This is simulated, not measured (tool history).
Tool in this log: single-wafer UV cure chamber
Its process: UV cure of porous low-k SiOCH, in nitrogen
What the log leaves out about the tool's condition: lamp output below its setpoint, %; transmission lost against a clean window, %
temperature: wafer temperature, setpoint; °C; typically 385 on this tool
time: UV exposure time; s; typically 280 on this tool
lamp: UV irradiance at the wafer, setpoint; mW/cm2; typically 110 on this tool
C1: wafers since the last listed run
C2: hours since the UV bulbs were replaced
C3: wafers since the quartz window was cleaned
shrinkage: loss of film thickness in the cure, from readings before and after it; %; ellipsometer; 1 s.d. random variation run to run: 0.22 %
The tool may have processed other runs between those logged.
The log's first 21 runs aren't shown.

Run 22, hour 598: usual settings; C1 208; C2 80.2; C3 743. Result: shrinkage 14.235 %.
Run 23, hour 612.3: usual settings but temperature 391 °C; C1 160; C2 94.5; C3 904. Result: shrinkage 14.848 %.
Run 24, hour 633.6: usual settings; C1 238; C2 115.8; C3 1142. Result: shrinkage 14.415 %.
Run 25, hour 654.9: usual settings but temperature 367 °C, time 145 s, lamp 139 mW/cm2; C1 238; C2 137.1; C3 1381. Result: shrinkage 11.695 %.
At hour 669.8: UV bulbs replaced, repeated, since the last time left the tool worse.
Run 26, hour 685.9: usual settings; C1 257; C2 16.1; C3 1639. Result: shrinkage 17.739 %.
Run 27, hour 701.2: usual settings but temperature 372 °C, lamp 76 mW/cm2; C1 171; C2 31.4; C3 1810. Result: shrinkage 14.897 %.
Run 28, hour 725.5: usual settings but temperature 373 °C, time 325 s, lamp 143 mW/cm2; C1 272; C2 55.7; C3 2082. Result: shrinkage 19.953 %.
Run 29, hour 759.4: usual settings; C1 379; C2 89.6; C3 2462. Result: shrinkage 17.483 %.
Run 30, hour 780.4: usual settings but temperature 367 °C; C1 235; C2 110.6; C3 2698. Result: shrinkage 17.545 %.
Run 31, hour 810.5: usual settings but temperature 390 °C, time 430 s; C1 337; C2 140.7; C3 3035. Result: shrinkage 20.451 %.
Run 32, hour 839.4: usual settings but temperature 376 °C, lamp 132 mW/cm2; C1 323; C2 169.6; C3 3359. Result: shrinkage 18.491 %.
Run 33, hour 851.9: usual settings but temperature 391 °C, time 450 s; C1 140; C2 182.1; C3 3499. Result: shrinkage 21.088 %.
Run 34, hour 881.4: usual settings but temperature 379 °C, lamp 78 mW/cm2; C1 330; C2 211.6; C3 3829. Result: shrinkage 15.295 %.
Run 35, hour 905.7: usual settings but time 225 s, lamp 77 mW/cm2; C1 272; C2 235.9; C3 4102. Result: shrinkage 14.254 %.

4 options for the next run, each taken on its own from the tool as it stands now. Forecast them:
Run A, hour 906.1: usual settings but lamp 128 mW/cm2; C1 4; C2 236.3; C3 4106. Result: shrinkage ?.
Run B, hour 906.1: usual settings but temperature 398 °C, time 235 s; C1 4; C2 236.3; C3 4106. Result: shrinkage ?.
Run C, hour 906.1: usual settings but temperature 370 °C, time 365 s, lamp 129 mW/cm2; C1 4; C2 236.3; C3 4106. Result: shrinkage ?.
Run D, hour 906.1: usual settings but lamp 74 mW/cm2; C1 4; C2 236.3; C3 4106. Result: shrinkage ?.

run  shrinkage
  A     18.501
  B     16.881
  C     19.758
  D     15.312
Without the tool's hidden state the same runs would have given:
run  shrinkage
  A     18.816
  B      17.19
  C     20.075
  D     15.614

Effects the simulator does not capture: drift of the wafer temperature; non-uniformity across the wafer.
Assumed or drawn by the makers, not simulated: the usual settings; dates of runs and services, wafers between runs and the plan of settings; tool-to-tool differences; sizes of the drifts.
